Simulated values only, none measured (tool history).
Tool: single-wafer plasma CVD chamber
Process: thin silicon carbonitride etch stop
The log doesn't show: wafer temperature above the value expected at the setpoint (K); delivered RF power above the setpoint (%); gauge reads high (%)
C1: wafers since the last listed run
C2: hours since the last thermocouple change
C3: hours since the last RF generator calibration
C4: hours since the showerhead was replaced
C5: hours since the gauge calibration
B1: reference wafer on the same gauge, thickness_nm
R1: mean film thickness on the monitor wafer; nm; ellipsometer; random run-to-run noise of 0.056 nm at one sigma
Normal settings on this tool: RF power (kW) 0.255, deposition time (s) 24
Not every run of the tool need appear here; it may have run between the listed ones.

run 1 day=0 | RF_power_(kW)=0.255 deposition_time_(s)=27.4 | C1=0 C2=1765.7 C3=448.4 C4=4364.8 C5=303.2 | B1=12.01 | R1=16.874
run 2 day=2.379 | RF_power_(kW)=0.255 deposition_time_(s)=27 | C1=707 C2=1822.8 C3=505.5 C4=4421.9 C5=360.3 | B1=11.987 | R1=16.643
run 3 day=4.246 | RF_power_(kW)=0.255 deposition_time_(s)=24 | C1=555 C2=1867.6 C3=550.3 C4=4466.7 C5=405.1 | B1=11.984 | R1=14.692
run 4 day=5.912 | RF_power_(kW)=0.255 deposition_time_(s)=24 | C1=495 C2=1907.6 C3=590.3 C4=4506.7 C5=445.1 | B1=11.962 | R1=14.753
run 5 day=8.192 | RF_power_(kW)=0.255 deposition_time_(s)=24 | C1=677 C2=1962.3 C3=645 C4=4561.4 C5=499.8 | B1=11.959 | R1=14.781
run 6 day=10.188 | RF_power_(kW)=0.255 deposition_time_(s)=24 | C1=593 C2=2010.2 C3=692.9 C4=4609.3 C5=547.7 | B1=11.951 | R1=14.842
run 7 day=12.317 | RF_power_(kW)=0.255 deposition_time_(s)=24 | C1=633 C2=2061.3 C3=744 C4=4660.4 C5=598.8 | B1=11.936 | R1=14.75
run 8 day=15.075 | RF_power_(kW)=0.28 deposition_time_(s)=24 | C1=820 C2=2127.5 C3=810.2 C4=4726.6 C5=665 | B1=11.942 | R1=15.457
-- day=19.592 RF generator calibrated
run 9 day=20.283 | RF_power_(kW)=0.28 deposition_time_(s)=24 | C1=1449 C2=2252.5 C3=16.6 C4=4851.6 C5=790 | B1=11.922 | R1=15.424
-- day=21.588 gauge calibrated
run 10 day=21.996 | RF_power_(kW)=0.23 deposition_time_(s)=24 | C1=509 C2=2293.6 C3=57.7 C4=4892.7 C5=9.8 | B1=12.203 | R1=14.233
run 11 day=23.896 | RF_power_(kW)=0.21 deposition_time_(s)=27.4 | C1=564 C2=2339.2 C3=103.3 C4=4938.3 C5=55.4 | B1=12.156 | R1=15.447
-- day=25.438 showerhead replaced
run 12 day=26.117 | RF_power_(kW)=0.255 deposition_time_(s)=21.9 | C1=561 C2=2392.5 C3=156.6 C4=16.3 C5=108.7 | B1=12.114 | R1=13.689

What does the tool deliver on the next run?
-- day=27.075 thermocouple changed; heater temperature recalibrated
run 13 day=27.283 | RF_power_(kW)=0.295 deposition_time_(s)=22.3 | C1=247 C2=5 C3=184.6 C4=44.3 C5=136.7 | B1=? | R1=?

{"run 13": {"B1": 12.097, "R1": 14.951}}
Minus the tool's unlogged condition, the same run would have read R1 15.077 nm.
